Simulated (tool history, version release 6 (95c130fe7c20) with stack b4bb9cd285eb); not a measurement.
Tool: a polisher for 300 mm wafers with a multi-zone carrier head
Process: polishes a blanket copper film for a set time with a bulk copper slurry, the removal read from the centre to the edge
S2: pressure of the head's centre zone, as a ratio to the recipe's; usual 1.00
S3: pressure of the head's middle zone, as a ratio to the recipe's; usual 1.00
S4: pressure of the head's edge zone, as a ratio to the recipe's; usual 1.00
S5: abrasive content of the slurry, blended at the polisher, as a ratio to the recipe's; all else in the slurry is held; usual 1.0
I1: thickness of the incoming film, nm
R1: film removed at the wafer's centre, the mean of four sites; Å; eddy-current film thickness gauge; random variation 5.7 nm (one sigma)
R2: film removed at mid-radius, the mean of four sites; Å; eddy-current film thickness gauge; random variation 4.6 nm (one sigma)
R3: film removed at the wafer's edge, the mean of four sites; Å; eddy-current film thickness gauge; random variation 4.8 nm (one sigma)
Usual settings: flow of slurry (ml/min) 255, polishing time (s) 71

Run 1, hour 0.0: usual settings; I1 1880.6. Result: R1 5816 Å, R2 6000 Å, R3 6036 Å.
Run 2, hour 78.7: usual settings; I1 1897.6. Result: R1 5748 Å, R2 5920 Å, R3 5891 Å.
At hour 101.2: slurry nozzle cleaned.
At hour 138.7: centre zone pressure recalibrated.
Run 3, hour 150.6: usual settings; I1 1912.7. Result: R1 5642 Å, R2 5807 Å, R3 5788 Å.
Run 4, hour 231.5: usual settings; I1 1920.3. Result: R1 5571 Å, R2 5773 Å, R3 5756 Å.
Run 5, hour 270.1: usual settings but flow of slurry (ml/min) 195; I1 1917.3. Result: R1 5337 Å, R2 5556 Å, R3 5551 Å.
Run 6, hour 313.8: usual settings but S2 0.91, S4 0.90; I1 1920.4. Result: R1 5041 Å, R2 5681 Å, R3 5462 Å.
At hour 375.2: worn pad replaced by a new one.
Run 7, hour 378.9: usual settings but S4 1.04, polishing time (s) 48; I1 1908.7. Result: R1 4172 Å, R2 4271 Å, R3 4316 Å.
Run 8, hour 479.3: usual settings but S2 1.09, S5 0.8, polishing time (s) 89; I1 1898.3. Result: R1 7582 Å, R2 7171 Å, R3 7123 Å.
Run 9, hour 556.2: usual settings; I1 1928.1. Result: R1 5693 Å, R2 5820 Å, R3 5854 Å.
At hour 571.9: centre zone pressure recalibrated.
At hour 611.0: carrier head's membrane replaced by a new one.
Run 10, hour 611.5: usual settings; I1 1905.6. Result: R1 5708 Å, R2 5877 Å, R3 5851 Å.
Run 11, hour 667.5: usual settings but flow of slurry (ml/min) 310, S3 1.04; I1 1918.4. Result: R1 5728 Å, R2 5880 Å, R3 5813 Å.

The next listed run, before its measurement:
At hour 683.3: slurry nozzle cleaned.
Run 12, hour 709.2: usual settings but flow of slurry (ml/min) 205, S2 0.90, S3 1.04, polishing time (s) 58; I1 1918.7. Result: R1 ?, R2 ?, R3 ?.

R1: 4073 Å
R2: 4649 Å
R3: 4611 Å
Without the tool's hidden state the same run would have given R1 4479 Å, R2 5112 Å, R3 5071 Å.
